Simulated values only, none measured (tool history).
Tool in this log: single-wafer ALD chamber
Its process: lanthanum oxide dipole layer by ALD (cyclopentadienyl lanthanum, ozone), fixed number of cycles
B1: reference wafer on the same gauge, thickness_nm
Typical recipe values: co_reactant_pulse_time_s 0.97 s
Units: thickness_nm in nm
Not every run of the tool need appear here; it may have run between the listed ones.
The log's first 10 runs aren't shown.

run 11 hour=1034.4 | co_reactant_pulse_time_s=0.67 | B1=0.517 | thickness_nm=0.457
run 12 hour=1089.6 | co_reactant_pulse_time_s=0.67 | B1=0.517 | thickness_nm=0.459
run 13 hour=1166.4 | co_reactant_pulse_time_s=0.67 | B1=0.517 | thickness_nm=0.458
run 14 hour=1254.2 | co_reactant_pulse_time_s=0.77 | B1=0.517 | thickness_nm=0.480
run 15 hour=1327.4 | co_reactant_pulse_time_s=0.77 | B1=0.517 | thickness_nm=0.481
-- hour=1349.1 ozone generator serviced
run 16 hour=1414.9 | co_reactant_pulse_time_s=1.13 | B1=0.517 | thickness_nm=0.561
-- hour=1458.4 gauge calibrated
run 17 hour=1484.8 | co_reactant_pulse_time_s=1.20 | B1=0.517 | thickness_nm=0.559
run 18 hour=1554.6 | co_reactant_pulse_time_s=0.97 | B1=0.517 | thickness_nm=0.532
-- hour=1565.8 showerhead replaced
run 19 hour=1614.8 | co_reactant_pulse_time_s=1.14 | B1=0.517 | thickness_nm=0.556
run 20 hour=1695.5 | co_reactant_pulse_time_s=0.72 | B1=0.517 | thickness_nm=0.473
run 21 hour=1839.8 | co_reactant_pulse_time_s=0.75 | B1=0.517 | thickness_nm=0.482
run 22 hour=1911.3 | co_reactant_pulse_time_s=0.60 | B1=0.517 | thickness_nm=0.441
run 23 hour=2007.5 | co_reactant_pulse_time_s=1.32 | B1=0.517 | thickness_nm=0.576
-- hour=2178.7 ozone generator serviced
-- hour=2324.8 thermocouple changed; heater temperature recalibrated
run 24 hour=2325.3 | co_reactant_pulse_time_s=0.97 | B1=0.517 | thickness_nm=0.533
run 25 hour=2369.8 | co_reactant_pulse_time_s=0.63 | B1=0.517 | thickness_nm=0.455
run 26 hour=2464.0 | co_reactant_pulse_time_s=1.22 | B1=0.517 | thickness_nm=0.565
run 27 hour=2542.5 | co_reactant_pulse_time_s=1.19 | B1=0.518 | thickness_nm=0.558
run 28 hour=2703.9 | co_reactant_pulse_time_s=0.97 | B1=0.517 | thickness_nm=0.528
run 29 hour=2797.3 | co_reactant_pulse_time_s=1.28 | B1=0.517 | thickness_nm=0.564
-- hour=2849.1 ozone generator serviced
run 30 hour=2877.1 | co_reactant_pulse_time_s=0.71 | B1=0.516 | thickness_nm=0.485
run 31 hour=2944.0 | co_reactant_pulse_time_s=1.17 | B1=0.517 | thickness_nm=0.561
run 32 hour=3004.8 | co_reactant_pulse_time_s=1.11 | B1=0.517 | thickness_nm=0.553
run 33 hour=3080.8 | co_reactant_pulse_time_s=0.65 | B1=0.517 | thickness_nm=0.457
run 34 hour=3145.5 | co_reactant_pulse_time_s=1.08 | B1=0.517 | thickness_nm=0.548
run 35 hour=3200.8 | co_reactant_pulse_time_s=1.09 | B1=0.517 | thickness_nm=0.540

Each row is a separate what-if for the run after 35, all from the same tool condition, not one after another. Results?
run A hour=3201.2 | co_reactant_pulse_time_s=1.31 | B1=? | thickness_nm=?
run B hour=3201.2 | co_reactant_pulse_time_s=0.59 | B1=? | thickness_nm=?
run C hour=3201.2 | co_reactant_pulse_time_s=1.33 | B1=? | thickness_nm=?

run=A B1=0.517 thickness_nm=0.574
run=B B1=0.517 thickness_nm=0.439
run=C B1=0.517 thickness_nm=0.576
Stripped of hidden state, with their random variation kept, the same runs would have yielded:
run=A thickness_nm=0.584
run=B thickness_nm=0.455
run=C thickness_nm=0.585

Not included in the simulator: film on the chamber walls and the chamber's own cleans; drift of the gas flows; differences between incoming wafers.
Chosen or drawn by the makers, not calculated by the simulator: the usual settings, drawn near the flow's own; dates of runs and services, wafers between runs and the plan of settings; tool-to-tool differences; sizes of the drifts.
